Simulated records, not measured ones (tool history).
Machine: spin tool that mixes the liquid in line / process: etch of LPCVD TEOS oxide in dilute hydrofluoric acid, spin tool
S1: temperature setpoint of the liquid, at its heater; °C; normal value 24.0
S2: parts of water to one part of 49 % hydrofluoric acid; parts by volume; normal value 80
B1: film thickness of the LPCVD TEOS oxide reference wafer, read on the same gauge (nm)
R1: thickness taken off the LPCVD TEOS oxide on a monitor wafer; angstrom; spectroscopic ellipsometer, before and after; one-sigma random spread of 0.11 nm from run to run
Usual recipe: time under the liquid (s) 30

{"run": 1, "day": 0.0, "S1": 24.0, "S2": 105, "time under the liquid (s)": 30, "B1": 119.34, "R1": 169.3}
{"run": 2, "day": 1.521, "S1": 24.0, "S2": 105, "time under the liquid (s)": 30, "B1": 119.41, "R1": 169.0}
{"run": 3, "day": 4.362, "S1": 24.0, "S2": 80, "time under the liquid (s)": 30, "B1": 119.55, "R1": 229.5}
{"run": 4, "day": 7.325, "S1": 24.0, "S2": 80, "time under the liquid (s)": 30, "B1": 119.71, "R1": 226.9}
{"run": 5, "day": 10.042, "S1": 24.0, "S2": 80, "time under the liquid (s)": 40, "B1": 119.87, "R1": 307.3}
{"run": 6, "day": 12.171, "S1": 24.0, "S2": 80, "time under the liquid (s)": 40, "B1": 119.97, "R1": 305.4}
{"run": 7, "day": 14.033, "S1": 24.0, "S2": 80, "time under the liquid (s)": 40, "B1": 120.07, "R1": 309.1}
{"run": 8, "day": 18.192, "S1": 24.0, "S2": 80, "time under the liquid (s)": 30, "B1": 120.38, "R1": 231.5}
{"run": 9, "day": 19.888, "S1": 20.0, "S2": 80, "time under the liquid (s)": 30, "B1": 120.54, "R1": 194.5}
{"run": 10, "day": 21.983, "S1": 26.0, "S2": 80, "time under the liquid (s)": 30, "B1": 120.7, "R1": 249.8}
{"run": 11, "day": 23.829, "S1": 22.5, "S2": 80, "time under the liquid (s)": 30, "B1": 120.92, "R1": 216.3}
{"run": 12, "day": 26.075, "S1": 24.0, "S2": 80, "time under the liquid (s)": 30, "B1": 121.11, "R1": 230.4}
{"run": 13, "day": 29.929, "S1": 24.0, "S2": 80, "time under the liquid (s)": 30, "B1": 121.51, "R1": 231.1}
{"run": 14, "day": 32.371, "S1": 24.0, "S2": 80, "time under the liquid (s)": 30, "B1": 121.78, "R1": 232.4}
{"run": 15, "day": 36.017, "S1": 27.5, "S2": 110, "time under the liquid (s)": 20, "B1": 122.2, "R1": 124.8}
{"run": 16, "day": 38.417, "S1": 24.0, "S2": 80, "time under the liquid (s)": 30, "B1": 122.52, "R1": 232.3}
{"day": 41.546, "done": "thermometer replaced"}
{"run": 17, "day": 41.621, "S1": 26.5, "S2": 100, "time under the liquid (s)": 40, "B1": 122.95, "R1": 267.5}
{"run": 18, "day": 43.817, "S1": 27.0, "S2": 45, "time under the liquid (s)": 15, "B1": 123.18, "R1": 246.6}
{"run": 19, "day": 52.771, "S1": 24.0, "S2": 80, "time under the liquid (s)": 30, "B1": 124.57, "R1": 238.8}
{"run": 20, "day": 54.971, "S1": 21.0, "S2": 80, "time under the liquid (s)": 30, "B1": 124.94, "R1": 208.9}
{"day": 55.35, "done": "gauge calibrated"}
{"day": 55.529, "done": "hydrofluoric acid flow meter replaced"}
{"run": 21, "day": 58.292, "S1": 26.5, "S2": 80, "time under the liquid (s)": 30, "B1": 119.78, "R1": 252.9}
{"run": 22, "day": 62.1, "S1": 24.0, "S2": 80, "time under the liquid (s)": 30, "B1": 119.78, "R1": 229.8}
{"run": 23, "day": 63.875, "S1": 24.0, "S2": 80, "time under the liquid (s)": 30, "B1": 119.87, "R1": 229.8}
{"run": 24, "day": 66.617, "S1": 24.0, "S2": 80, "time under the liquid (s)": 30, "B1": 119.96, "R1": 229.4}
{"run": 25, "day": 68.858, "S1": 19.5, "S2": 55, "time under the liquid (s)": 15, "B1": 120.02, "R1": 143.3}
{"run": 26, "day": 71.292, "S1": 24.0, "S2": 110, "time under the liquid (s)": 15, "B1": 120.09, "R1": 80.0}
{"run": 27, "day": 74.288, "S1": 24.0, "S2": 80, "time under the liquid (s)": 30, "B1": 120.17, "R1": 228.5}
{"run": 28, "day": 77.954, "S1": 24.0, "S2": 80, "time under the liquid (s)": 30, "B1": 120.4, "R1": 228.5}
{"run": 29, "day": 81.904, "S1": 24.0, "S2": 45, "time under the liquid (s)": 45, "B1": 120.59, "R1": 642.1}
{"run": 30, "day": 83.546, "S1": 26.5, "S2": 110, "time under the liquid (s)": 30, "B1": 120.7, "R1": 178.0}
{"run": 31, "day": 87.112, "S1": 27.0, "S2": 80, "time under the liquid (s)": 30, "B1": 120.98, "R1": 259.0}
{"run": 32, "day": 88.967, "S1": 24.0, "S2": 80, "time under the liquid (s)": 30, "B1": 121.11, "R1": 230.5}
{"run": 33, "day": 92.029, "S1": 24.0, "S2": 70, "time under the liquid (s)": 30, "B1": 121.38, "R1": 267.6}
{"run": 34, "day": 94.721, "S1": 26.0, "S2": 65, "time under the liquid (s)": 30, "B1": 121.63, "R1": 313.0}

Give the tool's hidden conditions for every run:
liquid hotter than its thermometer reads (K): 0 at every run
hydrofluoric acid flow below the setpoint (%): 0 at every run
H1: gauge reads high (%)
run=1 H1=-0.541
run=2 H1=-0.492
run=3 H1=-0.39
run=4 H1=-0.266
run=5 H1=-0.137
run=6 H1=-0.0252
run=7 H1=0.0798
run=8 H1=0.339
run=9 H1=0.455
run=10 H1=0.605
run=11 H1=0.746
run=12 H1=0.925
run=13 H1=1.26
run=14 H1=1.48
run=15 H1=1.84
run=16 H1=2.09
run=17 H1=2.44
run=18 H1=2.7
run=19 H1=3.83
run=20 H1=4.13
run=21 H1=-0.177
run=22 H1=-0.14
run=23 H1=-0.113
run=24 H1=-0.0588
run=25 H1=-0.0034
run=26 H1=0.0681
run=27 H1=0.172
run=28 H1=0.324
run=29 H1=0.518
run=30 H1=0.607
run=31 H1=0.821
run=32 H1=0.942
run=33 H1=1.16
run=34 H1=1.36
